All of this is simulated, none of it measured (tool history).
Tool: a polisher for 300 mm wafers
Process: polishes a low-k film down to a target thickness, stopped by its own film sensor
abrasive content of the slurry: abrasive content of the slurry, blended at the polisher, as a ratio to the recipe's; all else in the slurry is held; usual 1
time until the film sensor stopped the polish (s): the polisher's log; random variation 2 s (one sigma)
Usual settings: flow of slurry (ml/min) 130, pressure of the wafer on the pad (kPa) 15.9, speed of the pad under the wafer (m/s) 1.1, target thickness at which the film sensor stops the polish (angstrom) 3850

run     day  flow of slurry (ml/min)  pressure of the wafer on the pad (kPa)  speed of the pad under the wafer (m/s)  abrasive content of the slurry  target thickness at which the film sensor stops the polish (angstrom)  incoming thickness of the incoming film, nm  time until the film sensor stopped the polish (s)
  1       0                      130                                    15.9                                     1.1                               1                                                                   3850                                          444                                              123.3
  2   1.025                      130                                    15.9                                     1.1                               1                                                                   3850                                        448.5                                              132.9
        3.3  -- worn pad replaced by a new one
  3   3.942                      130                                    15.9                                     1.1                               1                                                                   3850                                        457.6                                              136.9
  4   6.071                      130                                    15.9                                     1.1                               1                                                                   3850                                        453.4                                              131.9
  5   7.483                      130                                    15.9                                     1.1                               1                                                                   3850                                          444                                                116
     10.071  -- slurry blender recalibrated
  6  10.092                      130                                    19.3                                     1.1                               1                                                                   3850                                        441.1                                              101.8
     11.838  -- slurry nozzle cleaned
     12.283  -- worn pad replaced by a new one
  7    12.4                      155                                    15.9                                     1.1                             1.1                                                                   3850                                        452.4                                              116.3
  8  14.404                      155                                    15.9                                     1.1                             1.1                                                                   3850                                        443.7                                              108.3
     14.688  -- conditioning disc replaced and pad reconditioned
  9  15.588                      130                                    15.9                                     1.1                             1.2                                                                   3850                                          455                                              128.1
 10  16.979                      130                                    15.9                                     1.1                             1.2                                                                   3850                                        450.8                                              124.4
 11  18.067                      130                                    15.9                                     1.1                               1                                                                   3850                                        452.1                                              136.6
 12  19.408                      130                                    15.9                                     1.1                               1                                                                   3850                                        450.5                                              136.4
 13  20.696                      100                                    12.4                                    0.84                            0.75                                                                   3850                                        445.9                                              211.3
     21.354  -- slurry blender recalibrated
 14  22.946                      130                                    15.9                                     1.1                               1                                                                   3850                                        443.6                                              126.6
     23.954  -- worn pad replaced by a new one
 15  24.546                      155                                    15.9                                     1.1                               1                                                                   3850                                        452.1                                              122.5
     25.154  -- head pressure recalibrated
     27.338  -- slurry nozzle cleaned
 16  27.454                      100                                    21.4                                     1.1                               1                                                                   3940                                          456                                              104.3
 17   28.85                      110                                    17.2                                     1.1                               1                                                                   4070                                        451.2                                               88.4
 18  30.308                      130                                    15.9                                     1.1                               1                                                                   3850                                        448.5                                              128.9
     31.854  -- slurry blender recalibrated
 19  32.204                      110                                    15.9                                     1.1                               1                                                                   3850                                        450.1                                              136.6
 20  35.046                      130                                    13.8                                     1.1                             1.1                                                                   3850                                        444.1                                              133.5
     35.625  -- worn pad replaced by a new one
     36.317  -- conditioning disc replaced and pad reconditioned
 21  38.008                      150                                    15.9                                    0.88                            1.25                                                                   3850                                        457.9                                              145.9

Forecast run 22:
 22  40.125                      130                                    17.2                                     1.1                             1.1                                                                   3930                                        446.2                                                  ?

Run 22 gave time until the film sensor stopped the polish (s) 100.2.
Without the tool's hidden state the same run would have given time until the film sensor stopped the polish (s) 90.
